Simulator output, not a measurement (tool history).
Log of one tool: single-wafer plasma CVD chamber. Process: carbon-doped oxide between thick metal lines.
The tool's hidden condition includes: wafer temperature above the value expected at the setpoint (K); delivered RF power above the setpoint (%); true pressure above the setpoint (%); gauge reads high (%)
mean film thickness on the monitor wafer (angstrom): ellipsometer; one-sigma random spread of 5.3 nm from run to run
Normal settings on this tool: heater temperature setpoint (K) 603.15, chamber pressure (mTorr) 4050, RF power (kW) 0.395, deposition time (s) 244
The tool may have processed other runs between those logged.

| run | hour | heater temperature setpoint (K) | chamber pressure (mTorr) | RF power (kW) | deposition time (s) | wafers since the last listed run | hours since the last thermocouple change | hours since the last RF generator calibration | hours since the last manometer calibration | hours since the showerhead was replaced | hours since the gauge calibration | read-back reference wafer on the same gauge, thickness_nm | mean film thickness on the monitor wafer (angstrom) |
|---|---|---|---|---|---|---|---|---|---|---|---|---|---|
| 1 | 0.0 | 603.15 | 4050 | 0.395 | 244 | 0 | 1878.0 | 1890.7 | 1454.2 | 6830.2 | 157.4 | 1240.005 | 10786.45 |
| 2 | 12.8 | 603.15 | 4050 | 0.395 | 244 | 113 | 1890.8 | 1903.5 | 1467.0 | 6843.0 | 170.2 | 1240.152 | 10689.46 |
| 3 | 28.7 | 603.15 | 4050 | 0.395 | 244 | 140 | 1906.7 | 1919.4 | 1482.9 | 6858.9 | 186.1 | 1239.485 | 10682.25 |
| 4 | 43.4 | 603.15 | 4050 | 0.395 | 244 | 130 | 1921.4 | 1934.1 | 1497.6 | 6873.6 | 200.8 | 1238.936 | 10750.62 |
| 5 | 58.6 | 603.15 | 4050 | 0.395 | 244 | 134 | 1936.6 | 1949.3 | 1512.8 | 6888.8 | 216.0 | 1239.479 | 10722.86 |
|  | 71.1 | showerhead replaced |
| 6 | 71.6 | 603.15 | 4050 | 0.395 | 244 | 44 | 1949.6 | 1962.3 | 1525.8 | 0.5 | 229.0 | 1238.988 | 10583.02 |
| 7 | 83.6 | 603.15 | 4050 | 0.395 | 244 | 106 | 1961.6 | 1974.3 | 1537.8 | 12.5 | 241.0 | 1240.076 | 10581.63 |
|  | 96.0 | gauge calibrated |
| 8 | 98.8 | 603.15 | 4050 | 0.395 | 244 | 134 | 1976.8 | 1989.5 | 1553.0 | 27.7 | 2.8 | 1241.108 | 10663.21 |
|  | 107.5 | capacitance manometer re-zeroed and calibrated |
| 9 | 108.0 | 603.15 | 4050 | 0.395 | 244 | 10 | 1986.0 | 1998.7 | 0.5 | 36.9 | 12.0 | 1239.914 | 10687.43 |
|  | 124.1 | thermocouple changed; heater temperature recalibrated |
| 10 | 124.6 | 589.15 | 4050 | 0.445 | 244 | 76 | 0.5 | 2015.3 | 17.1 | 53.5 | 28.6 | 1238.982 | 12352.27 |
| 11 | 131.2 | 594.15 | 4740 | 0.430 | 217 | 58 | 7.1 | 2021.9 | 23.7 | 60.1 | 35.2 | 1240.109 | 10932.48 |
| 12 | 146.3 | 603.15 | 4050 | 0.330 | 292 | 133 | 22.2 | 2037.0 | 38.8 | 75.2 | 50.3 | 1239.406 | 11129.19 |
| 13 | 158.5 | 603.15 | 4050 | 0.395 | 244 | 108 | 34.4 | 2049.2 | 51.0 | 87.4 | 62.5 | 1239.808 | 10671.98 |
|  | 176.6 | RF generator calibrated |
| 14 | 177.1 | 603.15 | 4050 | 0.395 | 280 | 93 | 53.0 | 0.5 | 69.6 | 106.0 | 81.1 | 1239.931 | 12256.13 |
| 15 | 181.3 | 603.15 | 4050 | 0.395 | 244 | 37 | 57.2 | 4.7 | 73.8 | 110.2 | 85.3 | 1239.490 | 10663.92 |
| 16 | 192.7 | 603.15 | 4980 | 0.355 | 244 | 100 | 68.6 | 16.1 | 85.2 | 121.6 | 96.7 | 1239.094 | 10360.72 |
| 17 | 206.5 | 588.15 | 4340 | 0.395 | 244 | 122 | 82.4 | 29.9 | 99.0 | 135.4 | 110.5 | 1239.138 | 11667.65 |
| 18 | 215.8 | 603.15 | 4050 | 0.395 | 244 | 82 | 91.7 | 39.2 | 108.3 | 144.7 | 119.8 | 1240.252 | 10668.32 |
| 19 | 229.2 | 597.15 | 4050 | 0.450 | 215 | 118 | 105.1 | 52.6 | 121.7 | 158.1 | 133.2 | 1239.775 | 10723.26 |

Consider 5 possible next runs. They are alternatives, not a sequence: every one starts from the tool as it was left by run 19. What does each give?
| A | 229.7 | 603.15 | 4900 | 0.395 | 244 | 4 | 105.6 | 53.1 | 122.2 | 158.6 | 133.7 | ? | ? |
| B | 229.7 | 603.15 | 4050 | 0.330 | 206 | 4 | 105.6 | 53.1 | 122.2 | 158.6 | 133.7 | ? | ? |
| C | 229.7 | 609.15 | 5060 | 0.450 | 282 | 4 | 105.6 | 53.1 | 122.2 | 158.6 | 133.7 | ? | ? |
| D | 229.7 | 597.15 | 4050 | 0.395 | 244 | 4 | 105.6 | 53.1 | 122.2 | 158.6 | 133.7 | ? | ? |
| E | 229.7 | 616.15 | 3510 | 0.460 | 261 | 4 | 105.6 | 53.1 | 122.2 | 158.6 | 133.7 | ? | ? |

| run | read-back reference wafer on the same gauge, thickness_nm | mean film thickness on the monitor wafer (angstrom) |
|---|---|---|
| A | 1238.169 | 11237.87 |
| B | 1238.169 | 7794.80 |
| C | 1238.169 | 14187.13 |
| D | 1238.169 | 10973.61 |
| E | 1238.169 | 11967.87 |
Had the tool no hidden state, the same runs would have come out as:
| run | mean film thickness on the monitor wafer (angstrom) |
|---|---|
| A | 11237.87 |
| B | 7794.80 |
| C | 14187.13 |
| D | 10973.61 |
| E | 11967.87 |
